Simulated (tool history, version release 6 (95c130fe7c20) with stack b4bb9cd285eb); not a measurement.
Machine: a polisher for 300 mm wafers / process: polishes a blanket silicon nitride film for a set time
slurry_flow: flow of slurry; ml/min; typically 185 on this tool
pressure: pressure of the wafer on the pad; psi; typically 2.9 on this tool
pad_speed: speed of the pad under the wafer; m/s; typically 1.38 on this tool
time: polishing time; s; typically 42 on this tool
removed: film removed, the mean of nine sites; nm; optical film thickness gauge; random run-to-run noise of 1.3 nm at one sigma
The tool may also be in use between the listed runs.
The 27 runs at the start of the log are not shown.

| run | hour | slurry_flow | pressure | pad_speed | time | incoming thickness of the incoming film, nm | removed |
|---|---|---|---|---|---|---|---|
| 28 | 346.3 | 185 | 2.9 | 1.38 | 42 | 393.1 | 87.7 |
|  | 375.1 | slurry nozzle cleaned |
| 29 | 377.6 | 185 | 2.9 | 1.38 | 32 | 388.8 | 69.5 |
|  | 391.2 | worn pad replaced by a new one |
| 30 | 391.7 | 225 | 2.2 | 1.38 | 31 | 386.3 | 52.9 |
| 31 | 401.5 | 130 | 3.3 | 1.6 | 57 | 392.5 | 147.8 |
| 32 | 407.8 | 185 | 2.9 | 0.92 | 42 | 383.1 | 72.8 |
| 33 | 424.7 | 185 | 2.9 | 1.38 | 42 | 392.7 | 93.3 |
| 34 | 441.7 | 130 | 2 | 1 | 46 | 385.4 | 56.4 |
| 35 | 457.8 | 185 | 2.9 | 1.38 | 42 | 383.7 | 92.1 |
| 36 | 465.9 | 185 | 2.6 | 1.68 | 53 | 396.5 | 117.5 |
| 37 | 474.5 | 120 | 2.9 | 1.38 | 51 | 385.4 | 107.1 |
| 38 | 482.9 | 155 | 2.2 | 1.38 | 42 | 381.8 | 67.4 |

Predict each of these 3 candidate next runs independently; none follows another, all start after run 38:
| A | 483.3 | 185 | 2.6 | 1.38 | 42 | 390.6 | ? |
| B | 483.3 | 185 | 2.2 | 1.6 | 42 | 390.6 | ? |
| C | 483.3 | 205 | 3.8 | 1.08 | 42 | 390.6 | ? |

| run | removed |
|---|---|
| A | 83.1 |
| B | 77 |
| C | 106.4 |
With the hidden condition removed and each run's random variation left untouched, the same runs would have given:
| run | removed |
|---|---|
| A | 84.2 |
| B | 78 |
| C | 107.7 |

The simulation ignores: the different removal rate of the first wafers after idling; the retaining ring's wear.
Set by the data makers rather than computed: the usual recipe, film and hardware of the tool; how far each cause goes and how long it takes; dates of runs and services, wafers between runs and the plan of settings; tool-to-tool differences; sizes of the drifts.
